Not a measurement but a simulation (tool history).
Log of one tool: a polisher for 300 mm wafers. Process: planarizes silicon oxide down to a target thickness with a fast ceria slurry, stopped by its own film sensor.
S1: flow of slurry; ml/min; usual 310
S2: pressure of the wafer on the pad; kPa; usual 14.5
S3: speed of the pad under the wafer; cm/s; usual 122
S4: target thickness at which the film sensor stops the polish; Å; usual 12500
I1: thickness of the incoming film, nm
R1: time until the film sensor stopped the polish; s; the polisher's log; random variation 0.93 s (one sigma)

| run | day | S1 | S2 | S3 | S4 | I1 | R1 |
|---|---|---|---|---|---|---|---|
| 1 | 0.000 | 310 | 14.5 | 122 | 12500 | 2390.3 | 95.6 |
| 2 | 1.096 | 310 | 14.5 | 122 | 12500 | 2380.2 | 96.2 |
|  | 2.321 | worn pad replaced by a new one |
| 3 | 2.342 | 310 | 14.5 | 122 | 12500 | 2429.0 | 92.4 |
| 4 | 3.512 | 280 | 14.5 | 108 | 12500 | 2366.8 | 107.4 |
| 5 | 4.879 | 280 | 14.5 | 108 | 12500 | 2402.9 | 115.6 |
| 6 | 6.321 | 310 | 14.5 | 122 | 12500 | 2403.7 | 102.3 |
| 7 | 7.267 | 310 | 14.5 | 122 | 12500 | 2398.5 | 100.8 |
|  | 7.633 | worn pad replaced by a new one |
| 8 | 8.321 | 310 | 14.5 | 122 | 12500 | 2397.7 | 91.6 |
| 9 | 8.962 | 310 | 14.5 | 122 | 12500 | 2391.4 | 94.1 |
|  | 11.654 | slurry nozzle cleaned |
| 10 | 11.675 | 310 | 14.5 | 122 | 12500 | 2431.8 | 102.3 |
| 11 | 12.429 | 340 | 14.5 | 122 | 12500 | 2360.5 | 97.9 |
|  | 12.658 | worn pad replaced by a new one |
| 12 | 13.871 | 340 | 14.5 | 122 | 12500 | 2410.5 | 94.7 |
| 13 | 14.925 | 310 | 11.7 | 164 | 12500 | 2373.9 | 81.4 |
| 14 | 15.633 | 250 | 14.5 | 146 | 9870 | 2423.0 | 105.1 |
|  | 16.008 | head pressure recalibrated |
| 15 | 16.596 | 310 | 14.5 | 122 | 10380 | 2415.4 | 119.3 |
|  | 17.283 | worn pad replaced by a new one, of another model than before |
| 16 | 17.304 | 340 | 14.5 | 122 | 12500 | 2385.6 | 86.3 |
| 17 | 18.058 | 310 | 16.5 | 152 | 12500 | 2399.0 | 75.0 |
| 18 | 19.425 | 310 | 15.9 | 122 | 12500 | 2397.1 | 92.4 |
| 19 | 20.150 | 310 | 14.5 | 162 | 14920 | 2396.8 | 64.6 |
| 20 | 21.117 | 310 | 14.5 | 94 | 15630 | 2404.1 | 85.3 |
|  | 21.771 | worn pad replaced by a new one |
| 21 | 22.425 | 310 | 14.5 | 142 | 14210 | 2357.5 | 67.5 |
| 22 | 23.629 | 310 | 17.9 | 80 | 12500 | 2382.4 | 111.5 |
| 23 | 24.933 | 310 | 17.2 | 122 | 11130 | 2395.0 | 103.3 |
| 24 | 25.488 | 280 | 14.5 | 108 | 12500 | 2373.4 | 102.2 |
| 25 | 26.271 | 310 | 16.5 | 90 | 15800 | 2381.7 | 77.9 |

The tool's hidden state at each run:
slurry flow missing at the pad, %: 0 in every run
deviation of the head's pressure from its setpoint, %: 0 in every run
H1: removal rate lost through wear of the pad, %
| run | H1 |
|---|---|
| 1 | 9.97 |
| 2 | 11.3 |
| 3 | 2.08 |
| 4 | 8.16 |
| 5 | 11.6 |
| 6 | 13.3 |
| 7 | 13.8 |
| 8 | 5.73 |
| 9 | 8.35 |
| 10 | 13 |
| 11 | 13.4 |
| 12 | 6.52 |
| 13 | 9.38 |
| 14 | 10.5 |
| 15 | 11.5 |
| 16 | 0.38 |
| 17 | 4.74 |
| 18 | 9.13 |
| 19 | 10.4 |
| 20 | 11.4 |
| 21 | 4.2 |
| 22 | 8.52 |
| 23 | 10.8 |
| 24 | 11.4 |
| 25 | 11.9 |
